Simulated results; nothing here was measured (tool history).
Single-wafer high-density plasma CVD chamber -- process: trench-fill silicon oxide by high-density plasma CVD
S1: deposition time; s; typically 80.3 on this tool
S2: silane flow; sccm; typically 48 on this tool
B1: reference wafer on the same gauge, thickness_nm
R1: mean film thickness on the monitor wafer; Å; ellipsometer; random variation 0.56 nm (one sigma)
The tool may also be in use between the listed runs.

run 1 hour=0.0 | S1=80.3 S2=48 | B1=344.168 | R1=3761.28
run 2 hour=7.7 | S1=80.3 S2=48 | B1=343.986 | R1=3750.55
run 3 hour=18.3 | S1=80.3 S2=48 | B1=344.009 | R1=3755.39
run 4 hour=29.9 | S1=80.3 S2=48 | B1=343.899 | R1=3757.92
run 5 hour=37.3 | S1=80.3 S2=48 | B1=344.016 | R1=3758.23
run 6 hour=52.2 | S1=80.3 S2=48 | B1=344.000 | R1=3756.13
-- hour=53.5 gauge calibrated
-- hour=76.1 silane flow controller replaced
run 7 hour=76.6 | S1=80.3 S2=45 | B1=343.987 | R1=3520.13
run 8 hour=82.3 | S1=73.2 S2=54 | B1=343.957 | R1=3848.91
run 9 hour=92.8 | S1=80.3 S2=48 | B1=343.883 | R1=3761.72
run 10 hour=109.9 | S1=80.3 S2=57 | B1=344.062 | R1=4469.40
run 11 hour=118.7 | S1=80.3 S2=48 | B1=343.948 | R1=3755.33
run 12 hour=124.8 | S1=88.5 S2=44 | B1=344.088 | R1=3793.06
run 13 hour=134.3 | S1=80.3 S2=48 | B1=343.979 | R1=3764.56
run 14 hour=142.3 | S1=89.1 S2=55 | B1=344.080 | R1=4784.84

Exercise: give the hidden state of the tool at every run:
delivered silane flow above the setpoint (%): 0 in every run
gauge reads high (%): 0 in every run
